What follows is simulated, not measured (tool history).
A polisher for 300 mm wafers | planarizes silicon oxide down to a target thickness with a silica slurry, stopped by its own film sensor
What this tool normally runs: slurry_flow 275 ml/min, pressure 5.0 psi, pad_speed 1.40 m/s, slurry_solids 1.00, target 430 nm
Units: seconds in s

run   hour  slurry_flow  pressure  pad_speed  slurry_solids  target  incoming thickness of the incoming film, nm  seconds
  1    0.0          275       4.0       1.40           0.90     430                                        806.3     99.8
  2   32.7          275       5.0       1.40           1.00     430                                        802.2     75.5
  3   48.9          275       5.0       1.40           1.00     430                                        805.0     80.0
      84.6  -- worn pad replaced by a new one
  4   85.1          275       5.0       1.40           1.00     430                                        808.4     81.0
  5  108.6          275       5.0       1.40           1.00     430                                        801.1     78.9
  6  142.4          275       5.0       1.40           1.00     430                                        815.1     79.6
  7  171.5          275       5.0       1.40           1.00     430                                        803.1     78.5
  8  189.8          275       5.0       1.40           1.00     375                                        810.8     91.4
     209.6  -- slurry blender recalibrated
     213.9  -- conditioning disc replaced and pad reconditioned
     217.7  -- worn pad replaced by a new one
  9  218.2          275       5.0       1.40           1.00     375                                        798.6     88.8
 10  244.7          275       5.0       1.40           1.00     430                                        803.4     77.6
 11  300.4          230       5.0       1.78           1.00     430                                        816.0     67.4
 12  323.7          275       6.2       1.40           1.25     430                                        810.7     61.9
     346.4  -- worn pad replaced by a new one
 13  350.2          245       5.0       1.40           1.00     430                                        813.0     80.4
     361.6  -- slurry nozzle cleaned
 14  374.5          245       5.0       1.40           0.90     430                                        815.2     87.5
 15  399.5          275       5.0       1.40           1.00     430                                        816.5     78.3
 16  433.0          275       5.0       1.40           1.00     430                                        807.9     78.1
     464.4  -- worn pad replaced by a new one
     465.3  -- head pressure recalibrated
 17  465.8          275       3.5       1.40           1.00     336                                        803.1    138.2
 18  494.5          275       5.0       1.40           1.00     430                                        798.9     75.3
 19  520.3          230       3.9       1.82           1.00     523                                        823.4     66.6
 20  571.5          275       6.6       1.40           1.00     496                                        810.5     50.5
     577.1  -- worn pad replaced by a new one
     579.9  -- slurry blender recalibrated
 21  584.6          275       5.0       1.40           1.00     430                                        794.0     77.4

What the log doesn't show, run by run:
removal rate lost through wear of the pad, %: 0 on each run
slurry flow missing at the pad, %: 0 on each run
deviation of the head's pressure from its setpoint, %: 0 on each run
abrasive missing from the slurry, %: 0 on each run
time polished since the conditioner stopped cutting, s: 0 on each run
